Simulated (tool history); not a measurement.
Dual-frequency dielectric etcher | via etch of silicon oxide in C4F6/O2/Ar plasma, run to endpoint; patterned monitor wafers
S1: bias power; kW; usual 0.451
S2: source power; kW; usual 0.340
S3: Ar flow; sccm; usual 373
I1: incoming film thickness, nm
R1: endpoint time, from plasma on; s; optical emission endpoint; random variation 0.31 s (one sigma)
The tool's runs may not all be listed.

run,hour,S1,S2,S3,I1,R1
1,0.0,0.451,0.340,345,160.4,47.5
2,11.9,0.451,0.340,345,160.7,47.7
3,27.7,0.451,0.340,345,161.1,47.7
4,40.4,0.494,0.340,373,160.2,46.3
5,53.7,0.494,0.340,373,161.9,47.1
6,67.1,0.451,0.340,373,162.6,49.2
7,83.1,0.451,0.340,373,159.7,47.9
8,89.4,0.451,0.340,373,161.5,49.3
9,104.0,0.451,0.340,373,160.6,48.2
# hour 116.8: source power generator calibrated
# hour 133.2: upper electrode replaced
# hour 137.3: wet clean of the chamber
10,148.0,0.451,0.340,439,162.4,48.0
11,155.4,0.451,0.340,439,161.8,47.6
12,167.5,0.451,0.340,373,160.8,46.5
13,177.9,0.451,0.340,373,160.7,47.0
# hour 185.9: Ar flow controller replaced
# hour 189.2: bias power generator calibrated
14,189.7,0.451,0.340,373,161.5,46.8
15,196.2,0.451,0.340,397,161.3,47.7
16,212.2,0.451,0.340,437,160.9,47.3
17,219.1,0.451,0.340,373,161.1,47.1
18,236.1,0.451,0.400,373,160.7,43.0
19,244.3,0.451,0.340,373,160.9,47.1
20,256.4,0.451,0.340,373,161.5,47.0
21,271.4,0.410,0.340,373,162.0,49.4
22,281.1,0.451,0.310,373,160.9,50.0
23,290.8,0.504,0.300,373,160.4,48.8
24,299.3,0.451,0.340,427,161.0,48.4
25,315.9,0.506,0.340,465,161.8,47.3
26,331.3,0.483,0.340,339,160.2,45.5
27,338.9,0.451,0.340,373,160.8,47.4

Hidden state or all else? Some run-to-run changes of R1, split into what the settings, what came in and random variation would give without the hidden state, and what is left for the hidden state (with any gauge scatter that isn't in both results):
The hidden state here: etch rate over this chamber's usual, %; bias power that arrives over what is set, %; source power that arrives over what is set, %; Ar flow that arrives over what is set, %.
Run 5 -> 6: S1 0.494 -> 0.451. R1 +2.1 s: hidden state +0.2, all else +1.9.
Run 9 -> 10: S3 373 -> 439, source power generator calibrated, upper electrode replaced, wet clean of the chamber. R1 -0.2 s: hidden state -1.9, all else +1.7.
Run 17 -> 18: S2 0.340 -> 0.400. R1 -4.1 s: hidden state +0.0, all else -4.1.
Run 18 -> 19: S2 0.400 -> 0.340. R1 +4.1 s: hidden state +0.2, all else +3.9.

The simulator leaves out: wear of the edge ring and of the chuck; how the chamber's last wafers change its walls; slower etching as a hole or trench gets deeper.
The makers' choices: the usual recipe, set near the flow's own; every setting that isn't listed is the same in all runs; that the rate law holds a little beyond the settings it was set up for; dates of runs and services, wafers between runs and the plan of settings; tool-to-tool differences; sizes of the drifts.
